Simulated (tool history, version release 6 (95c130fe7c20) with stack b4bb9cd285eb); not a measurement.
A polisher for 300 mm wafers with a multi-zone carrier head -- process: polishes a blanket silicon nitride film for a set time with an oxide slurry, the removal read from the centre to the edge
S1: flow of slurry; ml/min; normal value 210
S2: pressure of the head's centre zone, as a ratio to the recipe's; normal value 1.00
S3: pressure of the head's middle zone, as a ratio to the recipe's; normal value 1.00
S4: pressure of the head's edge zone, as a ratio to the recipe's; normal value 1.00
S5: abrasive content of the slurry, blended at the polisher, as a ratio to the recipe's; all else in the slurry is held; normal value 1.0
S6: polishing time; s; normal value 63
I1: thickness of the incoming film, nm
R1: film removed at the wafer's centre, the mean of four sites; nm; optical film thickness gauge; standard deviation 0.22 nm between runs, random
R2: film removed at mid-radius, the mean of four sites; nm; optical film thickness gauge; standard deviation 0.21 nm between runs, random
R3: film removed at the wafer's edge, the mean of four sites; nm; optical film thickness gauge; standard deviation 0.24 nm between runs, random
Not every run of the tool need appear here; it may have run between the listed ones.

Run 1, hour 0.0: usual settings; I1 253.3. Result: R1 23.7 nm, R2 20.9 nm, R3 21.0 nm.
Run 2, hour 21.0: usual settings; I1 253.9. Result: R1 23.2 nm, R2 21.0 nm, R3 21.1 nm.
Run 3, hour 43.5: usual settings; I1 252.3. Result: R1 23.4 nm, R2 21.4 nm, R3 21.2 nm.
At hour 61.2: worn pad replaced by a new one.
Run 4, hour 71.9: usual settings; I1 251.1. Result: R1 23.7 nm, R2 20.9 nm, R3 21.4 nm.
Run 5, hour 92.4: usual settings but S4 0.95; I1 248.1. Result: R1 23.1 nm, R2 21.0 nm, R3 20.1 nm.
Run 6, hour 118.3: usual settings but S4 0.95; I1 248.0. Result: R1 23.6 nm, R2 20.5 nm, R3 20.7 nm.
Run 7, hour 137.9: usual settings but S4 0.95; I1 249.3. Result: R1 24.1 nm, R2 21.0 nm, R3 20.7 nm.
Run 8, hour 172.4: usual settings; I1 255.3. Result: R1 23.7 nm, R2 20.8 nm, R3 21.1 nm.
At hour 187.8: worn pad replaced by a new one.
Run 9, hour 206.2: usual settings; I1 245.9. Result: R1 23.6 nm, R2 21.0 nm, R3 21.3 nm.
Run 10, hour 239.4: usual settings; I1 248.8. Result: R1 23.6 nm, R2 20.8 nm, R3 21.3 nm.
At hour 260.7: centre zone pressure recalibrated.
Run 11, hour 267.3: usual settings but S2 1.08; I1 252.0. Result: R1 22.8 nm, R2 21.0 nm, R3 21.2 nm.
Run 12, hour 295.6: usual settings but S1 180 ml/min, S2 1.07, S5 0.9, S6 56 s; I1 248.6. Result: R1 17.8 nm, R2 16.5 nm, R3 17.2 nm.
Run 13, hour 314.3: usual settings; I1 249.7. Result: R1 21.1 nm, R2 21.0 nm, R3 20.8 nm.
At hour 318.9: worn pad replaced by a new one.
Run 14, hour 329.9: usual settings but S2 0.93, S4 0.92; I1 250.7. Result: R1 19.9 nm, R2 21.0 nm, R3 20.3 nm.
At hour 332.2: edge zone pressure recalibrated.
Run 15, hour 357.0: usual settings but S6 84 s; I1 247.3. Result: R1 28.9 nm, R2 27.7 nm, R3 27.9 nm.
At hour 361.4: slurry nozzle cleaned.
At hour 367.3: carrier head's membrane replaced by a new one.
Run 16, hour 385.7: usual settings but S5 0.7, S6 79 s; I1 247.7. Result: R1 18.7 nm, R2 17.7 nm, R3 18.2 nm.
Run 17, hour 398.8: usual settings; I1 248.9. Result: R1 21.5 nm, R2 21.1 nm, R3 21.2 nm.
Run 18, hour 424.0: usual settings but S6 43 s; I1 250.1. Result: R1 14.6 nm, R2 14.5 nm, R3 14.6 nm.
At hour 452.6: worn pad replaced by a new one.
Run 19, hour 458.2: usual settings but S3 1.08, S4 1.05, S5 1.1; I1 252.2. Result: R1 23.4 nm, R2 23.7 nm, R3 23.7 nm.
Run 20, hour 481.6: usual settings but S2 1.11, S5 1.3; I1 246.1. Result: R1 28.4 nm, R2 24.7 nm, R3 25.2 nm.
Run 21, hour 515.0: usual settings but S6 42 s; I1 248.7. Result: R1 14.5 nm, R2 14.2 nm, R3 14.0 nm.
At hour 583.2: worn pad replaced by a new one.
Run 22, hour 603.4: usual settings; I1 249.2. Result: R1 21.8 nm, R2 21.1 nm, R3 21.3 nm.

The tool's hidden state at each run:
removal rate lost through wear of the pad, %: 0 at every run
slurry flow missing at the pad, %: 0 at every run
deviation of the edge zone's pressure from its setpoint, %: 0 at every run
H1: deviation of the centre zone's pressure from its setpoint, %
run    H1
  1  10.4
  2  10.6
  3  10.8
  4    11
  5  11.2
  6  11.4
  7  11.6
  8  11.8
  9  12.1
 10  12.4
 11  1.05
 12  1.27
 13  1.42
 14  1.55
 15  1.77
 16     2
 17   2.1
 18  2.31
 19  2.58
 20  2.77
 21  3.04
 22  3.74
